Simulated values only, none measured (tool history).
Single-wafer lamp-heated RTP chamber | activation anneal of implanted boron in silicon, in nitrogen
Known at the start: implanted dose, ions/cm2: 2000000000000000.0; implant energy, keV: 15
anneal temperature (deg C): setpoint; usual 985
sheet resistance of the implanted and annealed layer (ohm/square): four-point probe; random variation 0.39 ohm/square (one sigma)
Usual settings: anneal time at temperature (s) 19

run	hour	anneal temperature (deg C)	anneal time at temperature (s)	read-back reference wafer on the same gauge, sheet resistance	sheet resistance of the implanted and annealed layer (ohm/square)
1	0	985	19	97.14	88.84
2	104.5	985	19	97.51	87.8
3	172.2	985	19	97.71	88.21
4	272.2	985	19	98.21	89.65
5	327.4	985	19	98.2	88.93
# hour 364.9: reflector plate cleaned
6	474.4	985	16	98.95	90.48
# hour 511.1: pyrometer window cleaned and pyrometer calibrated
7	578.8	985	19	99.63	89.79
8	618.1	985	19	99.78	90.61
9	876.9	985	19	101.13	91.35
10	982.9	985	19	101.75	92.42
# hour 994.4: gauge calibrated
# hour 1004.3: pyrometer window cleaned and pyrometer calibrated
11	1065.2	985	19	95.72	86.46
12	1155.4	1003	13	95.63	80.31
13	1206.2	1003	13	95.55	80.66
14	1293.6	985	19	95.75	87.33
15	1379.3	975	19	95.92	92.59
# hour 1415.9: reflector plate cleaned
16	1427.3	1002	19	96.02	79.5
# hour 1463.5: pyrometer window cleaned and pyrometer calibrated
17	1468.5	985	23	95.97	86.11
18	1544.9	1008	19	96.17	77.68
19	1649.9	994	12	96.57	85.15
20	1753.7	1002	14	96.73	82.15
21	1847.4	1003	24	96.94	79.27
22	1941.1	970	23	97.32	96.38
# hour 1994.1: pyrometer window cleaned and pyrometer calibrated
23	2001	985	19	97.52	88.81
24	2100.3	1002	14	97.74	82.93
25	2188	1015	29	98.14	75.71
26	2228.5	985	19	98.34	89.39
27	2269.9	958	11	98.4	117.43
28	2355.2	994	19	98.86	85.4
29	2453.4	1013	19	99.35	78.86
# hour 2505.6: pyrometer window cleaned and pyrometer calibrated
30	2506.1	1007	19	99.75	80.37
# hour 2525.4: reflector plate cleaned
31	2542.1	1013	13	99.86	81.19

Some steps in sheet resistance of the implanted and annealed layer (ohm/square) between neighbouring runs. How much of each would the tool show without its hidden state too (settings, what came in, random variation), and how much is left for the hidden state, with any gauge scatter that isn't in both results?
The hidden state here: true wafer temperature minus pyrometer reading, K; wafer temperature error from the tarnished reflector plate, K; gauge reads high (%).
Run 8 -> 9: no setting changed, nothing entered. sheet resistance of the implanted and annealed layer (ohm/square) +0.74: hidden state +1.28, all else -0.54.
Run 10 -> 11: gauge calibrated, pyrometer window cleaned and pyrometer calibrated. sheet resistance of the implanted and annealed layer (ohm/square) -5.96: hidden state -5.55, all else -0.41.
Run 21 -> 22: anneal temperature (deg C) 1003 -> 970, anneal time at temperature (s) 24 -> 23. sheet resistance of the implanted and annealed layer (ohm/square) +17.11: hidden state +0.53, all else +16.58.
Run 26 -> 27: anneal temperature (deg C) 985 -> 958, anneal time at temperature (s) 19 -> 11. sheet resistance of the implanted and annealed layer (ohm/square) +28.04: hidden state +1, all else +27.04.
Run 27 -> 28: anneal temperature (deg C) 958 -> 994, anneal time at temperature (s) 11 -> 19. sheet resistance of the implanted and annealed layer (ohm/square) -32.03: hidden state -0.62, all else -31.41.

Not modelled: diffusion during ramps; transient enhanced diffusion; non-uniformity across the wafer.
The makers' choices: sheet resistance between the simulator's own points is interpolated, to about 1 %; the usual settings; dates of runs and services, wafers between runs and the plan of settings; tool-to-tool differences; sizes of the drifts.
